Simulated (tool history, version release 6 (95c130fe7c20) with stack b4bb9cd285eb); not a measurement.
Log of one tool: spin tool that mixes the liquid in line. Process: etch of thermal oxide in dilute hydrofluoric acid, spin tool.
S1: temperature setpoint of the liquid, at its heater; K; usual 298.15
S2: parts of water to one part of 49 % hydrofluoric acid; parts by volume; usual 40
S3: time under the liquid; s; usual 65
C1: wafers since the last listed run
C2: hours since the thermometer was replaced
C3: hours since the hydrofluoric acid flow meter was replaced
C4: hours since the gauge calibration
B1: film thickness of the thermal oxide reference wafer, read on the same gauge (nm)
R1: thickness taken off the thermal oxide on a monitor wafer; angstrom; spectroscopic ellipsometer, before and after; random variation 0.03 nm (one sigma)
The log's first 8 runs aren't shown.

{"run": 9, "hour": 614.8, "S1": 298.15, "S2": 40, "S3": 65, "C1": 1355, "C2": 1111, "C3": 613.5, "C4": 2910.7, "B1": 100.01, "R1": 75.8}
{"run": 10, "hour": 691.6, "S1": 295.65, "S2": 40, "S3": 40, "C1": 1094, "C2": 1187.8, "C3": 690.3, "C4": 2987.5, "B1": 100.03, "R1": 41.7}
{"hour": 694.2, "done": "thermometer replaced"}
{"run": 11, "hour": 798.3, "S1": 301.15, "S2": 40, "S3": 45, "C1": 1506, "C2": 104.1, "C3": 797, "C4": 3094.2, "B1": 100.01, "R1": 60}
{"run": 12, "hour": 839.9, "S1": 298.15, "S2": 40, "S3": 65, "C1": 593, "C2": 145.7, "C3": 838.6, "C4": 3135.8, "B1": 100.01, "R1": 77}
{"run": 13, "hour": 895.0, "S1": 298.15, "S2": 50, "S3": 65, "C1": 785, "C2": 200.8, "C3": 893.7, "C4": 3190.9, "B1": 99.98, "R1": 60.5}
{"run": 14, "hour": 981.9, "S1": 298.15, "S2": 45, "S3": 65, "C1": 1238, "C2": 287.7, "C3": 980.6, "C4": 3277.8, "B1": 100.02, "R1": 67.8}
{"run": 15, "hour": 1230.7, "S1": 298.15, "S2": 40, "S3": 65, "C1": 3546, "C2": 536.5, "C3": 1229.4, "C4": 3526.6, "B1": 99.98, "R1": 76.9}
{"hour": 1251.7, "done": "gauge calibrated"}
{"run": 16, "hour": 1331.5, "S1": 298.15, "S2": 40, "S3": 95, "C1": 1437, "C2": 637.3, "C3": 1330.2, "C4": 79.8, "B1": 99.96, "R1": 111.1}
{"hour": 1359.8, "done": "hydrofluoric acid flow meter replaced"}
{"run": 17, "hour": 1415.2, "S1": 298.15, "S2": 40, "S3": 65, "C1": 1178, "C2": 721, "C3": 55.4, "C4": 163.5, "B1": 100.05, "R1": 75.7}
{"run": 18, "hour": 1512.8, "S1": 297.15, "S2": 40, "S3": 65, "C1": 1391, "C2": 818.6, "C3": 153, "C4": 261.1, "B1": 100.06, "R1": 73.1}
{"run": 19, "hour": 1551.2, "S1": 302.15, "S2": 40, "S3": 65, "C1": 547, "C2": 857, "C3": 191.4, "C4": 299.5, "B1": 100.03, "R1": 89.6}
{"run": 20, "hour": 1588.0, "S1": 302.15, "S2": 35, "S3": 80, "C1": 524, "C2": 893.8, "C3": 228.2, "C4": 336.3, "B1": 99.99, "R1": 127.1}
{"run": 21, "hour": 1675.0, "S1": 294.65, "S2": 35, "S3": 40, "C1": 1240, "C2": 980.8, "C3": 315.2, "C4": 423.3, "B1": 99.99, "R1": 46.5}
{"run": 22, "hour": 1719.0, "S1": 303.15, "S2": 55, "S3": 55, "C1": 627, "C2": 1024.8, "C3": 359.2, "C4": 467.3, "B1": 100.04, "R1": 55.9}
{"run": 23, "hour": 1758.6, "S1": 296.15, "S2": 40, "S3": 65, "C1": 564, "C2": 1064.4, "C3": 398.8, "C4": 506.9, "B1": 99.99, "R1": 69.3}
{"run": 24, "hour": 1830.8, "S1": 298.15, "S2": 40, "S3": 65, "C1": 1029, "C2": 1136.6, "C3": 471, "C4": 579.1, "B1": 100.03, "R1": 75.6}
{"run": 25, "hour": 1890.8, "S1": 294.65, "S2": 40, "S3": 80, "C1": 855, "C2": 1196.6, "C3": 531, "C4": 639.1, "B1": 100.04, "R1": 80.4}
{"hour": 1904.8, "done": "thermometer replaced"}
{"run": 26, "hour": 1975.0, "S1": 298.15, "S2": 40, "S3": 65, "C1": 1186, "C2": 70.2, "C3": 615.2, "C4": 723.3, "B1": 100.01, "R1": 77.1}
{"run": 27, "hour": 2060.1, "S1": 298.15, "S2": 40, "S3": 65, "C1": 1213, "C2": 155.3, "C3": 700.3, "C4": 808.4, "B1": 100.01, "R1": 76.7}
{"run": 28, "hour": 2100.7, "S1": 299.65, "S2": 35, "S3": 100, "C1": 578, "C2": 195.9, "C3": 740.9, "C4": 849, "B1": 100.01, "R1": 145.6}
{"run": 29, "hour": 2175.7, "S1": 301.65, "S2": 55, "S3": 65, "C1": 1069, "C2": 270.9, "C3": 815.9, "C4": 924, "B1": 100.02, "R1": 63.2}
{"run": 30, "hour": 2212.5, "S1": 298.15, "S2": 40, "S3": 40, "C1": 524, "C2": 307.7, "C3": 852.7, "C4": 960.8, "B1": 100, "R1": 47.4}
{"run": 31, "hour": 2281.0, "S1": 301.65, "S2": 30, "S3": 35, "C1": 976, "C2": 376.2, "C3": 921.2, "C4": 1029.3, "B1": 99.98, "R1": 64.8}
{"run": 32, "hour": 2374.4, "S1": 298.15, "S2": 25, "S3": 35, "C1": 1331, "C2": 469.6, "C3": 1014.6, "C4": 1122.7, "B1": 100.05, "R1": 67.3}
{"run": 33, "hour": 2663.6, "S1": 299.65, "S2": 55, "S3": 85, "C1": 4122, "C2": 758.8, "C3": 1303.8, "C4": 1411.9, "B1": 99.99, "R1": 75.7}

5 ways to go on from here, each from the tool as it stands after run 33. What would each give?
{"run": "A", "hour": 2664.0, "S1": 298.15, "S2": 40, "S3": 65, "C1": 5, "C2": 759.2, "C3": 1304.2, "C4": 1412.3, "B1": "?", "R1": "?"}
{"run": "B", "hour": 2664.0, "S1": 300.15, "S2": 50, "S3": 65, "C1": 5, "C2": 759.2, "C3": 1304.2, "C4": 1412.3, "B1": "?", "R1": "?"}
{"run": "C", "hour": 2664.0, "S1": 298.15, "S2": 40, "S3": 30, "C1": 5, "C2": 759.2, "C3": 1304.2, "C4": 1412.3, "B1": "?", "R1": "?"}
{"run": "D", "hour": 2664.0, "S1": 295.15, "S2": 50, "S3": 65, "C1": 5, "C2": 759.2, "C3": 1304.2, "C4": 1412.3, "B1": "?", "R1": "?"}
{"run": "E", "hour": 2664.0, "S1": 298.15, "S2": 40, "S3": 80, "C1": 5, "C2": 759.2, "C3": 1304.2, "C4": 1412.3, "B1": "?", "R1": "?"}

run=A B1=100.02 R1=76.5
run=B B1=100.02 R1=65.5
run=C B1=100.02 R1=35.3
run=D B1=100.02 R1=53.3
run=E B1=100.02 R1=94.2
Without the tool's hidden state the same runs would have given:
run=A R1=77.7
run=B R1=66.5
run=C R1=35.8
run=D R1=54.1
run=E R1=95.6

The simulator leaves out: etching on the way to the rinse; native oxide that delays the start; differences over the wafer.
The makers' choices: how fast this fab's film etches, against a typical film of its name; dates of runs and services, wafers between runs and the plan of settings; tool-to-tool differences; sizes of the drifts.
